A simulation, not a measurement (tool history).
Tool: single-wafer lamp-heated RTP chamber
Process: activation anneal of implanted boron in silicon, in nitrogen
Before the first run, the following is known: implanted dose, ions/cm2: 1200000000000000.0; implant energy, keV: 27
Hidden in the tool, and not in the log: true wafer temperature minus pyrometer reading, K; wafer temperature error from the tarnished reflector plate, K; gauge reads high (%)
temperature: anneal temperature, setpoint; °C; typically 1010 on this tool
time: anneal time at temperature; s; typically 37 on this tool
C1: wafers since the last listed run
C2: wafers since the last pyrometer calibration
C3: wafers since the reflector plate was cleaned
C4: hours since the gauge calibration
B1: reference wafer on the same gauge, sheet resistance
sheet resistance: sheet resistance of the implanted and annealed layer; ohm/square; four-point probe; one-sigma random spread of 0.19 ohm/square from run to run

run 1 hour=0 | temperature=1010 time=27 | C1=0 C2=514 C3=5455 C4=505.6 | B1=104.05 | sheet_resistance=105.49
run 2 hour=41.1 | temperature=1010 time=27 | C1=416 C2=931 C3=5872 C4=546.7 | B1=103.92 | sheet_resistance=105.42
run 3 hour=65.2 | temperature=1010 time=27 | C1=244 C2=1175 C3=6116 C4=570.8 | B1=104.02 | sheet_resistance=104.99
run 4 hour=109.1 | temperature=1010 time=37 | C1=445 C2=1620 C3=6561 C4=614.7 | B1=103.94 | sheet_resistance=104.7
-- hour=119.6 reflector plate cleaned
run 5 hour=163.6 | temperature=1010 time=37 | C1=471 C2=2091 C3=446 C4=669.2 | B1=104.06 | sheet_resistance=105
run 6 hour=210.8 | temperature=1010 time=37 | C1=478 C2=2570 C3=924 C4=716.4 | B1=104.02 | sheet_resistance=105.07
-- hour=263.4 pyrometer window cleaned and pyrometer calibrated
run 7 hour=263.9 | temperature=1026 time=37 | C1=457 C2=4 C3=1381 C4=769.5 | B1=104.07 | sheet_resistance=104.27
run 8 hour=325.3 | temperature=1026 time=37 | C1=622 C2=627 C3=2004 C4=830.9 | B1=104.05 | sheet_resistance=104.05
run 9 hour=368.3 | temperature=1028 time=37 | C1=435 C2=1063 C3=2440 C4=873.9 | B1=103.96 | sheet_resistance=103.76
run 10 hour=412.8 | temperature=1010 time=44 | C1=451 C2=1514 C3=2891 C4=918.4 | B1=104.08 | sheet_resistance=104.49
run 11 hour=464.5 | temperature=1010 time=44 | C1=524 C2=2038 C3=3415 C4=970.1 | B1=103.95 | sheet_resistance=104.63
-- hour=613.6 pyrometer window cleaned and pyrometer calibrated
run 12 hour=631.9 | temperature=1016 time=37 | C1=1615 C2=185 C3=5031 C4=1137.5 | B1=104 | sheet_resistance=105.04
run 13 hour=670.5 | temperature=1000 time=52 | C1=391 C2=576 C3=5422 C4=1176.1 | B1=104.03 | sheet_resistance=105.86
run 14 hour=737.2 | temperature=1000 time=52 | C1=676 C2=1252 C3=6098 C4=1242.8 | B1=103.9 | sheet_resistance=105.41
-- hour=788.8 reflector plate cleaned
run 15 hour=805.3 | temperature=1000 time=52 | C1=609 C2=1861 C3=167 C4=1310.9 | B1=103.97 | sheet_resistance=105.79
run 16 hour=850 | temperature=1000 time=37 | C1=453 C2=2314 C3=620 C4=1355.6 | B1=104.04 | sheet_resistance=106.14
run 17 hour=890.2 | temperature=1036 time=50 | C1=407 C2=2722 C3=1027 C4=1395.8 | B1=104.07 | sheet_resistance=102.42
run 18 hour=946.7 | temperature=1010 time=58 | C1=572 C2=3295 C3=1600 C4=1452.3 | B1=104.05 | sheet_resistance=103.95
-- hour=965.1 pyrometer window cleaned and pyrometer calibrated
run 19 hour=1006.8 | temperature=1010 time=37 | C1=528 C2=422 C3=2128 C4=1512.4 | B1=103.99 | sheet_resistance=105.83
run 20 hour=1066.2 | temperature=983 time=37 | C1=602 C2=1025 C3=2730 C4=1571.8 | B1=103.97 | sheet_resistance=110.4
run 21 hour=1131.5 | temperature=1021 time=37 | C1=661 C2=1687 C3=3392 C4=1637.1 | B1=104 | sheet_resistance=104.09
run 22 hour=1163.8 | temperature=1038 time=18 | C1=327 C2=2014 C3=3720 C4=1669.4 | B1=103.97 | sheet_resistance=103.88
run 23 hour=1209.5 | temperature=1010 time=37 | C1=463 C2=2477 C3=4183 C4=1715.1 | B1=104.07 | sheet_resistance=104.32
-- hour=1225.7 gauge calibrated
run 24 hour=1274 | temperature=997 time=22 | C1=653 C2=3131 C3=4837 C4=48.3 | B1=104.04 | sheet_resistance=106.49
-- hour=1331.9 pyrometer window cleaned and pyrometer calibrated
run 25 hour=1339.6 | temperature=1023 time=50 | C1=583 C2=77 C3=5421 C4=113.9 | B1=104.01 | sheet_resistance=103.7
-- hour=1389.5 reflector plate cleaned
run 26 hour=1391.7 | temperature=1000 time=52 | C1=447 C2=524 C3=21 C4=166 | B1=104.07 | sheet_resistance=106.14
run 27 hour=1441.7 | temperature=1010 time=37 | C1=506 C2=1031 C3=528 C4=216 | B1=103.98 | sheet_resistance=105.38
run 28 hour=1508.9 | temperature=1010 time=31 | C1=681 C2=1712 C3=1209 C4=283.2 | B1=104 | sheet_resistance=105.23
run 29 hour=1610.6 | temperature=1010 time=37 | C1=1030 C2=2743 C3=2240 C4=384.9 | B1=103.93 | sheet_resistance=104.67
run 30 hour=1645.4 | temperature=1010 time=37 | C1=352 C2=3096 C3=2593 C4=419.7 | B1=104.06 | sheet_resistance=104.13
run 31 hour=1678.7 | temperature=1035 time=46 | C1=337 C2=3434 C3=2931 C4=453 | B1=103.93 | sheet_resistance=102.17
-- hour=1688.4 pyrometer window cleaned and pyrometer calibrated
run 32 hour=1734.7 | temperature=1010 time=29 | C1=486 C2=469 C3=3417 C4=509 | B1=103.94 | sheet_resistance=105.61
run 33 hour=1759.1 | temperature=1010 time=37 | C1=247 C2=716 C3=3665 C4=533.4 | B1=104.04 | sheet_resistance=105.49

Below are 4 alternative next runs, each starting from the tool's condition after run 33. Predict each:
run A hour=1759.5 | temperature=1010 time=37 | C1=4 C2=720 C3=3669 C4=533.8 | B1=? | sheet_resistance=?
run B hour=1759.5 | temperature=1010 time=19 | C1=4 C2=720 C3=3669 C4=533.8 | B1=? | sheet_resistance=?
run C hour=1759.5 | temperature=982 time=53 | C1=4 C2=720 C3=3669 C4=533.8 | B1=? | sheet_resistance=?
run D hour=1759.5 | temperature=1010 time=23 | C1=4 C2=720 C3=3669 C4=533.8 | B1=? | sheet_resistance=?

run=A B1=103.98 sheet_resistance=105.25
run=B B1=103.98 sheet_resistance=106.12
run=C B1=103.98 sheet_resistance=109.01
run=D B1=103.98 sheet_resistance=105.88
With the hidden condition removed and each run's random variation left untouched, the same runs would have given:
run=A sheet_resistance=106.53
run=B sheet_resistance=107.72
run=C sheet_resistance=112.81
run=D sheet_resistance=107.36
